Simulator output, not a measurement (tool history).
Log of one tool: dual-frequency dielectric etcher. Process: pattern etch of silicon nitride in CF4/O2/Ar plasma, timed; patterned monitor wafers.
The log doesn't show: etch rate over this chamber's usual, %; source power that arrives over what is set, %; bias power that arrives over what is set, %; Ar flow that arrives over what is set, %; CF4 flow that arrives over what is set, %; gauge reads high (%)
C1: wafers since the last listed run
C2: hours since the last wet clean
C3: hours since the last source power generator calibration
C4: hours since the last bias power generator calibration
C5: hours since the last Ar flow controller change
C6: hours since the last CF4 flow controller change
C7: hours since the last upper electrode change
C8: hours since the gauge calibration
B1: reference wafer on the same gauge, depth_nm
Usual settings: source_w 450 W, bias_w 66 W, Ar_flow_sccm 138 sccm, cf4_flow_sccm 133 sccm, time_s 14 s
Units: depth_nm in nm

run 1 hour=0 | source_w=450 bias_w=66 Ar_flow_sccm=138 cf4_flow_sccm=133 time_s=14 | C1=0 C2=420.8 C3=3516.4 C4=2494.1 C5=1794.1 C6=325.2 C7=6320.8 C8=1835.7 | B1=23.85 | depth_nm=27.13
-- hour=40.8 gauge calibrated
-- hour=75.9 Ar flow controller replaced
run 2 hour=76.4 | source_w=450 bias_w=66 Ar_flow_sccm=138 cf4_flow_sccm=133 time_s=14 | C1=1093 C2=497.2 C3=3592.8 C4=2570.5 C5=0.5 C6=401.6 C7=6397.2 C8=35.6 | B1=23.88 | depth_nm=26.79
run 3 hour=126.3 | source_w=450 bias_w=66 Ar_flow_sccm=138 cf4_flow_sccm=133 time_s=14 | C1=775 C2=547.1 C3=3642.7 C4=2620.4 C5=50.4 C6=451.5 C7=6447.1 C8=85.5 | B1=23.94 | depth_nm=26.88
-- hour=186.5 wet clean of the chamber
run 4 hour=203 | source_w=450 bias_w=66 Ar_flow_sccm=138 cf4_flow_sccm=116 time_s=10.5 | C1=818 C2=16.5 C3=3719.4 C4=2697.1 C5=127.1 C6=528.2 C7=6523.8 C8=162.2 | B1=23.95 | depth_nm=20.17
run 5 hour=283.5 | source_w=450 bias_w=66 Ar_flow_sccm=138 cf4_flow_sccm=109 time_s=14 | C1=1250 C2=97 C3=3799.9 C4=2777.6 C5=207.6 C6=608.7 C7=6604.3 C8=242.7 | B1=23.92 | depth_nm=26.31
-- hour=394.1 source power generator calibrated
-- hour=426 upper electrode replaced
run 6 hour=555.4 | source_w=450 bias_w=66 Ar_flow_sccm=138 cf4_flow_sccm=111 time_s=14 | C1=3788 C2=368.9 C3=161.3 C4=3049.5 C5=479.5 C6=880.6 C7=129.4 C8=514.6 | B1=23.87 | depth_nm=26.06
run 7 hour=650.2 | source_w=450 bias_w=66 Ar_flow_sccm=138 cf4_flow_sccm=147 time_s=11.5 | C1=1472 C2=463.7 C3=256.1 C4=3144.3 C5=574.3 C6=975.4 C7=224.2 C8=609.4 | B1=23.91 | depth_nm=22.33
run 8 hour=705 | source_w=520 bias_w=66 Ar_flow_sccm=138 cf4_flow_sccm=133 time_s=14 | C1=851 C2=518.5 C3=310.9 C4=3199.1 C5=629.1 C6=1030.2 C7=279 C8=664.2 | B1=23.93 | depth_nm=29.6
run 9 hour=744.6 | source_w=450 bias_w=66 Ar_flow_sccm=138 cf4_flow_sccm=133 time_s=14 | C1=615 C2=558.1 C3=350.5 C4=3238.7 C5=668.7 C6=1069.8 C7=318.6 C8=703.8 | B1=23.88 | depth_nm=27
-- hour=772.7 wet clean of the chamber
-- hour=823 bias power generator calibrated
run 10 hour=839.7 | source_w=450 bias_w=66 Ar_flow_sccm=138 cf4_flow_sccm=133 time_s=14 | C1=1042 C2=67 C3=445.6 C4=16.7 C5=763.8 C6=1164.9 C7=413.7 C8=798.9 | B1=23.93 | depth_nm=26.67
run 11 hour=900.7 | source_w=360 bias_w=66 Ar_flow_sccm=116 cf4_flow_sccm=163 time_s=11.5 | C1=947 C2=128 C3=506.6 C4=77.7 C5=824.8 C6=1225.9 C7=474.7 C8=859.9 | B1=23.85 | depth_nm=19.99
run 12 hour=945.6 | source_w=390 bias_w=52 Ar_flow_sccm=114 cf4_flow_sccm=133 time_s=11 | C1=697 C2=172.9 C3=551.5 C4=122.6 C5=869.7 C6=1270.8 C7=519.6 C8=904.8 | B1=23.92 | depth_nm=18.83
run 13 hour=1042.3 | source_w=450 bias_w=66 Ar_flow_sccm=138 cf4_flow_sccm=118 time_s=11 | C1=1502 C2=269.6 C3=648.2 C4=219.3 C5=966.4 C6=1367.5 C7=616.3 C8=1001.5 | B1=23.93 | depth_nm=20.83
run 14 hour=1128.5 | source_w=450 bias_w=66 Ar_flow_sccm=138 cf4_flow_sccm=133 time_s=14 | C1=1339 C2=355.8 C3=734.4 C4=305.5 C5=1052.6 C6=1453.7 C7=702.5 C8=1087.7 | B1=23.93 | depth_nm=26.77
run 15 hour=1172.3 | source_w=450 bias_w=66 Ar_flow_sccm=162 cf4_flow_sccm=160 time_s=17 | C1=680 C2=399.6 C3=778.2 C4=349.3 C5=1096.4 C6=1497.5 C7=746.3 C8=1131.5 | B1=23.94 | depth_nm=32.68
run 16 hour=1231.5 | source_w=340 bias_w=66 Ar_flow_sccm=138 cf4_flow_sccm=133 time_s=14 | C1=919 C2=458.8 C3=837.4 C4=408.5 C5=1155.6 C6=1556.7 C7=805.5 C8=1190.7 | B1=23.99 | depth_nm=22.66
run 17 hour=1303.7 | source_w=500 bias_w=57 Ar_flow_sccm=138 cf4_flow_sccm=114 time_s=14 | C1=1121 C2=531 C3=909.6 C4=480.7 C5=1227.8 C6=1628.9 C7=877.7 C8=1262.9 | B1=23.95 | depth_nm=27.52

The next listed run, before its measurement:
run 18 hour=1360.1 | source_w=450 bias_w=66 Ar_flow_sccm=138 cf4_flow_sccm=133 time_s=12.5 | C1=876 C2=587.4 C3=966 C4=537.1 C5=1284.2 C6=1685.3 C7=934.1 C8=1319.3 | B1=? | depth_nm=?

B1: 23.84
depth_nm: 24.34 nm
Without the tool's hidden state the same run would have given depth_nm 24.34 nm.
